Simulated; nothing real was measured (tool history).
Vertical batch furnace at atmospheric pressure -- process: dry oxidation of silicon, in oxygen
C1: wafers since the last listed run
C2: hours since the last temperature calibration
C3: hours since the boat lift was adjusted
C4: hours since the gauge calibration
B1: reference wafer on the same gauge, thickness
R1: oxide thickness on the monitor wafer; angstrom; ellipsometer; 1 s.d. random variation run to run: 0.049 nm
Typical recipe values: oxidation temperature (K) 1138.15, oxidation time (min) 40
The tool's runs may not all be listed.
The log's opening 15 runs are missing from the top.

Run 16, day 16.275: usual settings; C1 223; C2 110.6; C3 2911.3; C4 977.7; B1 16.1. Result: R1 176.9 angstrom.
Run 17, day 17.054: usual settings; C1 251; C2 129.3; C3 2930; C4 996.4; B1 16.09. Result: R1 176.1 angstrom.
At day 18.525: boat lift adjusted.
Run 18, day 18.546: usual settings but oxidation temperature (K) 1124.15, oxidation time (min) 55.5; C1 158; C2 165.1; C3 0.5; C4 1032.2; B1 16.11. Result: R1 185 angstrom.
Run 19, day 19.162: usual settings but oxidation temperature (K) 1124.15, oxidation time (min) 25.5; C1 199; C2 179.9; C3 15.3; C4 1047; B1 16.1. Result: R1 121 angstrom.
Run 20, day 20.021: usual settings; C1 277; C2 200.5; C3 35.9; C4 1067.6; B1 16.11. Result: R1 172.9 angstrom.
At day 20.308: gauge calibrated.
Run 21, day 20.538: usual settings but oxidation temperature (K) 1153.15, oxidation time (min) 55; C1 167; C2 212.9; C3 48.3; C4 5.5; B1 16.13. Result: R1 240.6 angstrom.
Run 22, day 21.062: usual settings but oxidation temperature (K) 1127.15; C1 169; C2 225.5; C3 60.9; C4 18.1; B1 16.1. Result: R1 156.6 angstrom.
Run 23, day 21.642: usual settings but oxidation time (min) 49; C1 187; C2 239.4; C3 74.8; C4 32; B1 16.08. Result: R1 193.8 angstrom.
Run 24, day 22.888: usual settings; C1 402; C2 269.3; C3 104.7; C4 61.9; B1 16.12. Result: R1 172.8 angstrom.
Run 25, day 23.921: usual settings but oxidation temperature (K) 1153.15, oxidation time (min) 20.5; C1 334; C2 294.1; C3 129.5; C4 86.7; B1 16.1. Result: R1 136.2 angstrom.
Run 26, day 24.592: usual settings but oxidation time (min) 27.5; C1 216; C2 310.2; C3 145.6; C4 102.8; B1 16.1. Result: R1 139.5 angstrom.
Run 27, day 26.075: usual settings but oxidation temperature (K) 1116.15, oxidation time (min) 21.5; C1 479; C2 345.8; C3 181.2; C4 138.4; B1 16.09. Result: R1 103.9 angstrom.
At day 27.433: boat lift adjusted, repeated, since the last time left the tool worse.
Run 28, day 27.454: usual settings; C1 122; C2 378.9; C3 0.5; C4 171.5; B1 16.09. Result: R1 180.2 angstrom.
Run 29, day 27.879: usual settings but oxidation time (min) 58.5; C1 137; C2 389.1; C3 10.7; C4 181.7; B1 16.1. Result: R1 226.9 angstrom.
Run 30, day 29.25: usual settings; C1 443; C2 422; C3 43.6; C4 214.6; B1 16.1. Result: R1 179.7 angstrom.
Run 31, day 29.892: usual settings but oxidation time (min) 48; C1 207; C2 437.4; C3 59; C4 230; B1 16.1. Result: R1 201.2 angstrom.
Run 32, day 30.45: usual settings; C1 180; C2 450.8; C3 72.4; C4 243.4; B1 16.08. Result: R1 179.8 angstrom.
Run 33, day 30.996: usual settings but oxidation temperature (K) 1123.15, oxidation time (min) 25.5; C1 176; C2 463.9; C3 85.5; C4 256.5; B1 16.1. Result: R1 123.6 angstrom.
Run 34, day 32.242: usual settings but oxidation temperature (K) 1125.15, oxidation time (min) 35; C1 402; C2 493.8; C3 115.4; C4 286.4; B1 16.1. Result: R1 148.9 angstrom.
Run 35, day 33.417: usual settings but oxidation temperature (K) 1151.15, oxidation time (min) 54; C1 379; C2 522; C3 143.6; C4 314.6; B1 16.08. Result: R1 241.4 angstrom.
Run 36, day 33.921: usual settings but oxidation temperature (K) 1158.15, oxidation time (min) 29; C1 163; C2 534.1; C3 155.7; C4 326.7; B1 16.1. Result: R1 178.9 angstrom.
Run 37, day 35.175: usual settings; C1 405; C2 564.2; C3 185.8; C4 356.8; B1 16.09. Result: R1 179.4 angstrom.
Run 38, day 35.862: usual settings but oxidation temperature (K) 1146.15, oxidation time (min) 58.5; C1 222; C2 580.7; C3 202.3; C4 373.3; B1 16.09. Result: R1 241.9 angstrom.

What if the next run were any one of these 5? Each begins from the tool's condition after run 38:
Run A, day 36.088: usual settings; C1 72; C2 586.1; C3 207.7; C4 378.7; B1 ?. Result: R1 ?.
Run B, day 36.088: usual settings but oxidation temperature (K) 1150.15, oxidation time (min) 49.5; C1 72; C2 586.1; C3 207.7; C4 378.7; B1 ?. Result: R1 ?.
Run C, day 36.088: usual settings but oxidation time (min) 29.5; C1 72; C2 586.1; C3 207.7; C4 378.7; B1 ?. Result: R1 ?.
Run D, day 36.088: usual settings but oxidation time (min) 55; C1 72; C2 586.1; C3 207.7; C4 378.7; B1 ?. Result: R1 ?.
Run E, day 36.088: usual settings but oxidation temperature (K) 1131.15, oxidation time (min) 53; C1 72; C2 586.1; C3 207.7; C4 378.7; B1 ?. Result: R1 ?.

run     B1     R1
  A  16.11  179.5
  B  16.11  227.8
  C  16.11  151.1
  D  16.11    217
  E  16.11  198.6
With the hidden condition removed and each run's random variation left untouched, the same runs would have given:
run     R1
  A  180.7
  B  229.3
  C    152
  D  218.4
  E  199.9

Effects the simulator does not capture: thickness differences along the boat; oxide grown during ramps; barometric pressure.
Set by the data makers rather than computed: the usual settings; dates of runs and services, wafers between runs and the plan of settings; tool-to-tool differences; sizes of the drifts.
